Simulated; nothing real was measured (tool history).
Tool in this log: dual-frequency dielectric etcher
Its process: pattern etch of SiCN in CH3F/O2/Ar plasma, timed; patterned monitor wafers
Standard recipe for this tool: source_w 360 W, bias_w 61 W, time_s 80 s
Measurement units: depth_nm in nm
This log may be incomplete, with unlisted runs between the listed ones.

| run | hour | source_w | bias_w | time_s | read-back reference wafer on the same gauge, depth_nm | depth_nm |
|---|---|---|---|---|---|---|
| 1 | 0 | 360 | 61 | 80 | 23.61 | 25.45 |
| 2 | 13 | 360 | 61 | 80 | 23.59 | 25.53 |
| 3 | 49 | 360 | 61 | 80 | 23.59 | 25.53 |
| 4 | 74.7 | 360 | 61 | 80 | 23.6 | 25.53 |
| 5 | 87 | 360 | 61 | 80 | 23.6 | 25.57 |
| 6 | 103 | 410 | 61 | 86 | 23.6 | 28.87 |
| 7 | 129.5 | 300 | 61 | 85 | 23.6 | 25.45 |
| 8 | 148.2 | 300 | 61 | 85 | 23.61 | 25.43 |
| 9 | 177.3 | 300 | 61 | 85 | 23.6 | 25.02 |
| 10 | 200.4 | 360 | 61 | 80 | 23.6 | 25.28 |
| 11 | 228.1 | 360 | 61 | 80 | 23.59 | 25.27 |
| 12 | 273.2 | 270 | 61 | 93.5 | 23.59 | 26.52 |
| 13 | 276.9 | 310 | 49 | 80 | 23.61 | 22.49 |
| 14 | 289.9 | 360 | 61 | 96 | 23.59 | 30.35 |
| 15 | 303.6 | 360 | 70 | 58.5 | 23.61 | 19.3 |
| 16 | 351.4 | 360 | 61 | 80 | 23.59 | 25.35 |
| 17 | 373.2 | 360 | 73 | 56.5 | 23.6 | 18.96 |
| 18 | 405.7 | 360 | 61 | 96 | 23.59 | 30.53 |
| 19 | 423.1 | 430 | 73 | 86.5 | 23.6 | 30.97 |
| 20 | 453.3 | 330 | 53 | 80 | 23.6 | 23.61 |
| 21 | 476.7 | 360 | 53 | 80 | 23.59 | 24.43 |
| 22 | 505.4 | 330 | 61 | 62.5 | 23.6 | 19.27 |

The log once held 5 entries between its listed runs, left out of this copy. Where does each go, and what is different about the tool's unlogged condition between the listed run before it and the listed run after it?
From run 8 to run 9: wet clean of the chamber (hour 172.8)
  etch rate over this chamber's usual, %: 1.44 -> 0.0116
  the result without the hidden state subtracted from the measured one, depth_nm: +0.36 -> +0.01 nm
From run 9 to run 10: source power generator calibrated (hour 193.3)
  etch rate over this chamber's usual, %: 0.0116 -> 0.0821
  the result without the hidden state subtracted from the measured one, depth_nm: +0.01 -> +0.02 nm
From run 11 to run 12: gauge calibrated (hour 237.4); upper electrode replaced (hour 272.1); bias power generator calibrated (hour 272.7)
  etch rate over this chamber's usual, %: 0.167 -> 0.304
  the result without the hidden state subtracted from the measured one, depth_nm: +0.04 -> +0.08 nm
